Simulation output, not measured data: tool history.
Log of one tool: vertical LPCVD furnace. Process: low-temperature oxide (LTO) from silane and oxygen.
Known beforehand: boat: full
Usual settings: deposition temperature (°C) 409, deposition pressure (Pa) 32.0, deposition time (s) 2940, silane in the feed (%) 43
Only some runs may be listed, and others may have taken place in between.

| run | hour | deposition temperature (°C) | deposition pressure (Pa) | deposition time (s) | silane in the feed (%) | read-back reference wafer on the same gauge, thickness | film thickness on the monitor wafer in the middle of the boat (angstrom) |
|---|---|---|---|---|---|---|---|
| 1 | 0.0 | 409 | 32.0 | 3660 | 47 | 788.16 | 9250.1 |
| 2 | 34.1 | 406 | 32.0 | 2010 | 43 | 787.94 | 4509.2 |
| 3 | 48.4 | 406 | 32.0 | 2010 | 43 | 788.08 | 4505.3 |
| 4 | 61.5 | 409 | 32.0 | 2940 | 43 | 787.70 | 6807.7 |
| 5 | 78.3 | 409 | 32.0 | 2940 | 43 | 788.29 | 6796.8 |
| 6 | 94.3 | 409 | 32.0 | 2940 | 43 | 788.14 | 6806.9 |
| 7 | 107.3 | 409 | 32.0 | 2940 | 43 | 787.93 | 6807.8 |
| 8 | 125.2 | 409 | 32.0 | 2940 | 43 | 787.72 | 6794.7 |
| 9 | 155.4 | 409 | 32.0 | 2940 | 38 | 787.91 | 5906.2 |
| 10 | 176.9 | 409 | 32.0 | 2940 | 38 | 787.80 | 5897.1 |
| 11 | 198.8 | 409 | 32.0 | 2940 | 38 | 787.81 | 5932.8 |
|  | 216.2 | gauge calibrated |
|  | 240.2 | pressure gauge zeroed |
| 12 | 252.2 | 409 | 32.0 | 2940 | 43 | 788.00 | 6804.0 |
|  | 306.1 | thermocouples replaced and temperature profile calibrated |
| 13 | 306.6 | 409 | 26.0 | 2940 | 43 | 787.95 | 5681.5 |
| 14 | 318.1 | 419 | 25.3 | 2010 | 46 | 787.88 | 4458.6 |
| 15 | 330.3 | 409 | 32.0 | 2940 | 43 | 787.72 | 7001.7 |
| 16 | 363.8 | 402 | 32.0 | 3450 | 39 | 788.40 | 6832.4 |
|  | 402.6 | thermocouples replaced and temperature profile calibrated, repeated, since the last time left the tool worse |
|  | 468.3 | silane flow controller replaced |
| 17 | 468.8 | 401 | 36.7 | 2400 | 37 | 788.27 | 4770.4 |
| 18 | 494.1 | 412 | 26.0 | 3270 | 50 | 787.56 | 7130.3 |
| 19 | 511.8 | 397 | 32.0 | 2310 | 43 | 787.98 | 4605.8 |
| 20 | 542.9 | 412 | 32.0 | 2940 | 43 | 787.72 | 6853.4 |
| 21 | 555.9 | 409 | 32.0 | 2940 | 43 | 787.96 | 6644.0 |
| 22 | 585.1 | 400 | 32.0 | 2940 | 43 | 787.77 | 6048.5 |
| 23 | 603.3 | 418 | 40.0 | 1830 | 43 | 788.10 | 5662.2 |
| 24 | 635.5 | 409 | 32.0 | 2940 | 43 | 787.82 | 6648.6 |

Here are 4 independent what-if runs from the current tool condition. What would each one return?
| A | 640.5 | 409 | 32.0 | 2940 | 46 | ? | ? |
| B | 640.5 | 400 | 38.0 | 2940 | 50 | ? | ? |
| C | 640.5 | 409 | 28.7 | 3810 | 43 | ? | ? |
| D | 640.5 | 397 | 32.0 | 4050 | 43 | ? | ? |

| run | read-back reference wafer on the same gauge, thickness | film thickness on the monitor wafer in the middle of the boat (angstrom) |
|---|---|---|
| A | 788.04 | 7108.7 |
| B | 788.04 | 8297.2 |
| C | 788.04 | 7711.2 |
| D | 788.04 | 8054.0 |
With the hidden condition removed and each run's random variation left untouched, the same runs would have given:
| run | film thickness on the monitor wafer in the middle of the boat (angstrom) |
|---|---|
| A | 7087.0 |
| B | 8271.7 |
| C | 7687.0 |
| D | 8027.5 |
